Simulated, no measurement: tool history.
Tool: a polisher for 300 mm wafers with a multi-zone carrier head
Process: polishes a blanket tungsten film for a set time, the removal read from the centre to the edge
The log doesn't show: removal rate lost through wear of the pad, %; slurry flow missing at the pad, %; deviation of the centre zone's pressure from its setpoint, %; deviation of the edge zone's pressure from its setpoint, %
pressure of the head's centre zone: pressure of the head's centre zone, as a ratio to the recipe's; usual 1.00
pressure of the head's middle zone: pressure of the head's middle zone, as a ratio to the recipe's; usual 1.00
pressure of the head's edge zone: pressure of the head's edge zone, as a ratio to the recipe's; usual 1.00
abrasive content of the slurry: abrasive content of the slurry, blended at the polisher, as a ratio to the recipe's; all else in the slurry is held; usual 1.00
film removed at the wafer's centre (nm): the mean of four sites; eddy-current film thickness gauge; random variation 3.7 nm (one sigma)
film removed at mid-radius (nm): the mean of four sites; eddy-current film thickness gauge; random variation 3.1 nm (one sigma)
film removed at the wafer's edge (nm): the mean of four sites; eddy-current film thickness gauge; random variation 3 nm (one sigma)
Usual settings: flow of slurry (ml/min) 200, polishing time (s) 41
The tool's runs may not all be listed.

| run | day | flow of slurry (ml/min) | pressure of the head's centre zone | pressure of the head's middle zone | pressure of the head's edge zone | abrasive content of the slurry | polishing time (s) | wafers since the last listed run | wafers polished on this pad | hours since the slurry nozzle was cleaned | hours since the centre zone pressure was calibrated | hours since the edge zone pressure was calibrated | hours since the carrier head's membrane was replaced | incoming thickness of the incoming film, nm | film removed at the wafer's centre (nm) | film removed at mid-radius (nm) | film removed at the wafer's edge (nm) |
|---|---|---|---|---|---|---|---|---|---|---|---|---|---|---|---|---|---|
| 1 | 0.000 | 165 | 1.00 | 1.00 | 1.00 | 1.00 | 41 | 0 | 367 | 420.1 | 406.7 | 1032.5 | 455.7 | 771.1 | 268.6 | 271.1 | 280.7 |
| 2 | 0.925 | 165 | 1.00 | 1.00 | 1.00 | 1.00 | 41 | 124 | 492 | 442.3 | 428.9 | 1054.7 | 477.9 | 765.2 | 267.9 | 266.7 | 275.4 |
| 3 | 1.767 | 165 | 1.00 | 1.00 | 1.00 | 1.00 | 41 | 113 | 605 | 462.5 | 449.1 | 1074.9 | 498.1 | 763.2 | 269.2 | 268.0 | 273.7 |
|  | 2.196 | worn pad replaced by a new one |
| 4 | 2.842 | 220 | 1.00 | 1.00 | 1.00 | 1.00 | 41 | 122 | 87 | 488.3 | 474.9 | 1100.7 | 523.9 | 773.8 | 282.2 | 280.3 | 295.1 |
| 5 | 4.254 | 220 | 1.00 | 1.00 | 1.00 | 1.00 | 41 | 190 | 278 | 522.2 | 508.8 | 1134.6 | 557.8 | 769.2 | 283.6 | 281.2 | 291.2 |
| 6 | 5.258 | 220 | 1.00 | 1.00 | 1.00 | 1.00 | 41 | 135 | 413 | 546.3 | 532.9 | 1158.7 | 581.9 | 771.3 | 274.8 | 284.6 | 293.2 |
|  | 6.125 | carrier head's membrane replaced by a new one |
|  | 6.296 | centre zone pressure recalibrated |
|  | 6.308 | edge zone pressure recalibrated |
| 7 | 6.388 | 200 | 1.00 | 1.00 | 1.00 | 1.00 | 41 | 111 | 525 | 573.4 | 2.2 | 1.9 | 6.3 | 766.7 | 276.8 | 272.0 | 278.2 |
| 8 | 7.012 | 200 | 1.00 | 1.00 | 0.94 | 1.00 | 41 | 84 | 609 | 588.4 | 17.2 | 16.9 | 21.3 | 769.3 | 275.6 | 273.4 | 276.1 |
|  | 7.592 | worn pad replaced by a new one |
| 9 | 7.808 | 200 | 1.00 | 1.00 | 0.94 | 1.00 | 41 | 85 | 29 | 607.5 | 36.3 | 36.0 | 40.4 | 765.6 | 267.7 | 273.2 | 276.4 |
| 10 | 9.138 | 200 | 1.00 | 1.00 | 1.00 | 1.00 | 41 | 179 | 208 | 639.4 | 68.2 | 67.9 | 72.3 | 773.0 | 269.7 | 266.4 | 277.2 |
| 11 | 9.754 | 200 | 1.00 | 1.00 | 1.00 | 1.00 | 41 | 83 | 292 | 654.2 | 83.0 | 82.7 | 87.1 | 773.0 | 270.0 | 269.0 | 277.0 |
| 12 | 10.304 | 200 | 1.07 | 1.00 | 1.00 | 1.00 | 41 | 74 | 366 | 667.4 | 96.2 | 95.9 | 100.3 | 765.5 | 281.1 | 267.7 | 274.9 |
|  | 10.917 | slurry nozzle cleaned |
| 13 | 11.512 | 200 | 1.00 | 1.00 | 1.00 | 1.00 | 41 | 157 | 524 | 14.3 | 125.2 | 124.9 | 129.3 | 772.0 | 295.9 | 296.3 | 295.9 |
|  | 12.292 | worn pad replaced by a new one |
| 14 | 12.738 | 200 | 1.08 | 1.09 | 1.00 | 1.15 | 45 | 142 | 60 | 43.7 | 154.6 | 154.3 | 158.7 | 767.1 | 380.0 | 360.6 | 342.7 |
| 15 | 14.217 | 200 | 1.00 | 1.00 | 0.94 | 1.00 | 41 | 199 | 259 | 79.2 | 190.1 | 189.8 | 194.2 | 753.7 | 296.6 | 295.3 | 294.4 |
| 16 | 15.458 | 135 | 1.00 | 1.10 | 1.00 | 1.00 | 49 | 167 | 427 | 109.0 | 219.9 | 219.6 | 224.0 | 764.2 | 324.4 | 339.7 | 338.5 |
| 17 | 16.579 | 200 | 0.93 | 0.96 | 1.11 | 1.00 | 33 | 151 | 579 | 135.9 | 246.8 | 246.5 | 250.9 | 764.1 | 221.2 | 234.3 | 250.3 |
|  | 17.642 | worn pad replaced by a new one |
| 18 | 17.992 | 200 | 1.00 | 1.00 | 1.00 | 1.25 | 41 | 168 | 47 | 169.8 | 280.7 | 280.4 | 284.8 | 769.7 | 320.2 | 318.0 | 318.7 |
| 19 | 19.100 | 200 | 1.00 | 1.00 | 0.92 | 0.75 | 41 | 149 | 196 | 196.4 | 307.3 | 307.0 | 311.4 | 777.3 | 265.4 | 258.3 | 252.1 |
| 20 | 19.783 | 200 | 1.00 | 1.05 | 1.00 | 1.25 | 29 | 92 | 289 | 212.8 | 323.7 | 323.4 | 327.8 | 775.9 | 228.2 | 229.9 | 225.7 |

Forecast each of these 5 alternatives for the next run:
| A | 19.800 | 200 | 1.00 | 1.00 | 1.00 | 0.90 | 41 | 2 | 291 | 213.2 | 324.1 | 323.8 | 328.2 | 771.1 | ? | ? | ? |
| B | 19.800 | 165 | 0.90 | 1.00 | 1.00 | 1.25 | 41 | 2 | 291 | 213.2 | 324.1 | 323.8 | 328.2 | 771.1 | ? | ? | ? |
| C | 19.800 | 200 | 0.93 | 0.93 | 1.09 | 0.75 | 41 | 2 | 291 | 213.2 | 324.1 | 323.8 | 328.2 | 771.1 | ? | ? | ? |
| D | 19.800 | 200 | 1.00 | 0.92 | 1.05 | 1.00 | 41 | 2 | 291 | 213.2 | 324.1 | 323.8 | 328.2 | 771.1 | ? | ? | ? |
| E | 19.800 | 255 | 1.00 | 1.00 | 1.00 | 1.00 | 41 | 2 | 291 | 213.2 | 324.1 | 323.8 | 328.2 | 771.1 | ? | ? | ? |

| run | film removed at the wafer's centre (nm) | film removed at mid-radius (nm) | film removed at the wafer's edge (nm) |
|---|---|---|---|
| A | 286.4 | 274.6 | 283.7 |
| B | 277.6 | 297.8 | 311.0 |
| C | 246.5 | 243.1 | 274.4 |
| D | 298.1 | 271.4 | 302.8 |
| E | 311.9 | 297.7 | 304.2 |
Without the tool's hidden state the same runs would have given:
| run | film removed at the wafer's centre (nm) | film removed at mid-radius (nm) | film removed at the wafer's edge (nm) |
|---|---|---|---|
| A | 295.9 | 282.7 | 289.8 |
| B | 289.0 | 308.6 | 319.0 |
| C | 254.7 | 250.3 | 280.3 |
| D | 308.0 | 279.4 | 309.3 |
| E | 319.9 | 304.5 | 309.4 |

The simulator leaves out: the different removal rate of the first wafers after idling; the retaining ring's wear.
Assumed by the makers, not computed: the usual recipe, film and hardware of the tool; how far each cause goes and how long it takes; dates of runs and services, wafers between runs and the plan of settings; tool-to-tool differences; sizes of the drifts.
